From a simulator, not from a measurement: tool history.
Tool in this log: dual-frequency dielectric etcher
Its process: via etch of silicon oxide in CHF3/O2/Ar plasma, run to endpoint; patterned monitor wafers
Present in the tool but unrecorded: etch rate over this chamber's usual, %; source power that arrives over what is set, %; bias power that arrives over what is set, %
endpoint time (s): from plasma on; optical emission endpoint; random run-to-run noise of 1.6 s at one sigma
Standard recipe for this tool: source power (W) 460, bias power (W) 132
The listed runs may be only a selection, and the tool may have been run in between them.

run,hour,source power (W),bias power (W),wafers since the last listed run,hours since the last wet clean,hours since the last source power generator calibration,hours since the last bias power generator calibration,hours since the last upper electrode change,"incoming incoming film thickness, nm",endpoint time (s)
1,0,460,132,0,220.6,2346.1,2161.2,2693.8,645.3,394.9
2,62.2,460,113,358,282.8,2408.3,2223.4,2756,641.4,413.3
3,118.6,460,113,325,339.2,2464.7,2279.8,2812.4,646.9,417
4,174.5,460,132,322,395.1,2520.6,2335.7,2868.3,653.2,400.8
# hour 212.2: wet clean of the chamber
5,232.3,420,112,194,20.1,2578.4,2393.5,2926.1,640.9,425.3
6,287.8,420,112,320,75.6,2633.9,2449,2981.6,639.1,425.4
7,324.5,420,112,211,112.3,2670.6,2485.7,3018.3,642.5,426
8,363.9,460,132,227,151.7,2710,2525.1,3057.7,645.2,389.7
# hour 390: upper electrode replaced
9,434.4,460,132,268,222.2,2780.5,2595.6,44.4,646.2,392.3
10,467.2,460,132,189,255,2813.3,2628.4,77.2,648.6,393.3
11,516,460,132,281,303.8,2862.1,2677.2,126,645.2,390.5
# hour 588.3: wet clean of the chamber
12,588.8,370,159,281,0.5,2934.9,2750,198.8,647.6,391.7
13,647.2,530,109,336,58.9,2993.3,2808.4,257.2,644.6,403.4
# hour 677.7: source power generator calibrated
14,708.6,510,132,331,120.3,30.9,2869.8,318.6,642.6,379
15,768.1,410,145,343,179.8,90.4,2929.3,378.1,652.6,396.2
# hour 775.8: bias power generator calibrated
16,816.9,460,113,258,228.6,139.2,41.1,426.9,644.4,414.8
# hour 956.9: wet clean of the chamber
17,1031.6,540,132,1100,74.7,353.9,255.8,641.6,643.6,374.5
18,1075.3,460,156,252,118.4,397.6,299.5,685.3,647.1,369.1
19,1137.2,350,113,357,180.3,459.5,361.4,747.2,644.5,450.9
20,1194.5,460,132,330,237.6,516.8,418.7,804.5,637.9,390.3
21,1228.3,540,100,194,271.4,550.6,452.5,838.3,646.3,418.4

Predict each of these 3 candidate next runs independently; none follows another, all start after run 21:
A,1228.8,460,132,2,271.9,551.1,453,838.8,636.6,?
B,1228.8,400,161,2,271.9,551.1,453,838.8,636.6,?
C,1228.8,490,118,2,271.9,551.1,453,838.8,636.6,?

run,endpoint time (s)
A,388.9
B,374.5
C,398.3
What these runs would have given with no unlogged condition in the tool:
run,endpoint time (s)
A,388.9
B,374.5
C,398.3
